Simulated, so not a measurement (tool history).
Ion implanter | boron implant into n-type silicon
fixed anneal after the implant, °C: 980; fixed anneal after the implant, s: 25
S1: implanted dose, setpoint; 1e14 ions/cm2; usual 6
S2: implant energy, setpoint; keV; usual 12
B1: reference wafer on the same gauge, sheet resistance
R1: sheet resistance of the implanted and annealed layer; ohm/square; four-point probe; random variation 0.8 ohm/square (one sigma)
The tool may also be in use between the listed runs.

| run | day | S1 | S2 | B1 | R1 |
|---|---|---|---|---|---|
| 1 | 0 | 6 | 12 | 193.72 | 211.57 |
| 2 | 0.562 | 6 | 12 | 194.11 | 210.89 |
| 3 | 1.333 | 6.63 | 12 | 194.05 | 195.35 |
| 4 | 4.088 | 6.63 | 12 | 193.68 | 194.62 |
| 5 | 4.883 | 6 | 10.5 | 193.96 | 214.73 |
| 6 | 5.429 | 6 | 10.5 | 193.83 | 213.12 |
| 7 | 6.775 | 6 | 10.5 | 194.13 | 215.49 |
| 8 | 7.629 | 7.17 | 12 | 193.76 | 185.71 |
| 9 | 8.704 | 7.17 | 12 | 193.96 | 184.32 |
| 10 | 10.012 | 6 | 12 | 193.97 | 210.83 |
| 11 | 10.675 | 6 | 12 | 193.92 | 212 |
| 12 | 11.442 | 6 | 12 | 194 | 212.85 |
| 13 | 12.15 | 7.02 | 13.5 | 193.73 | 183.78 |
| 14 | 12.779 | 7.02 | 13.5 | 193.82 | 183.81 |
| 15 | 14.012 | 6 | 12 | 193.84 | 212.66 |
| 16 | 15.142 | 6 | 12 | 194.04 | 211.75 |
| 17 | 16.783 | 6 | 12 | 194.29 | 211.01 |
| 18 | 17.571 | 6 | 14 | 194.02 | 210.8 |
| 19 | 18.988 | 4.98 | 15 | 194.07 | 243.03 |
| 20 | 20.867 | 5.49 | 12 | 194.08 | 227.13 |
| 21 | 22.167 | 5.04 | 10.5 | 193.95 | 246.21 |
| 22 | 23.458 | 7.02 | 13.5 | 194.07 | 184.78 |
| 23 | 24.858 | 6 | 8 | 194.04 | 219.57 |
| 24 | 26.033 | 6 | 16 | 194.3 | 208.23 |
| 25 | 27.062 | 6 | 10 | 193.92 | 214.97 |
| 26 | 28.354 | 7.55 | 14 | 193.83 | 173.9 |
| 27 | 29.746 | 6 | 9.5 | 193.99 | 215.29 |
| 28 | 30.975 | 4.69 | 10 | 193.97 | 260.86 |
| 29 | 31.938 | 6 | 12 | 193.9 | 210.06 |
| 30 | 32.625 | 4.51 | 15 | 194.16 | 263.19 |
| 31 | 33.938 | 6.77 | 12 | 194.18 | 192.54 |
| 32 | 35.025 | 7.55 | 10 | 194.23 | 180.85 |
| 33 | 36.129 | 7.55 | 10 | 194.14 | 181.03 |
| 34 | 37.462 | 6 | 12 | 193.99 | 211.03 |
| 35 | 38.058 | 6.63 | 16 | 193.96 | 191.67 |

Taken out of this log: 3 entries between the listed runs. Where each belongs, and how the hidden state differs across it:
Between runs 12 and 13: gauge calibrated (day 12.096)
  no hidden state differs between the two runs
Between runs 16 and 17: extraction supply calibrated (day 16.762)
  no hidden state differs between the two runs
Between runs 17 and 18: Faraday cup replaced and dose calibrated (day 17.167)
  no hidden state differs between the two runs
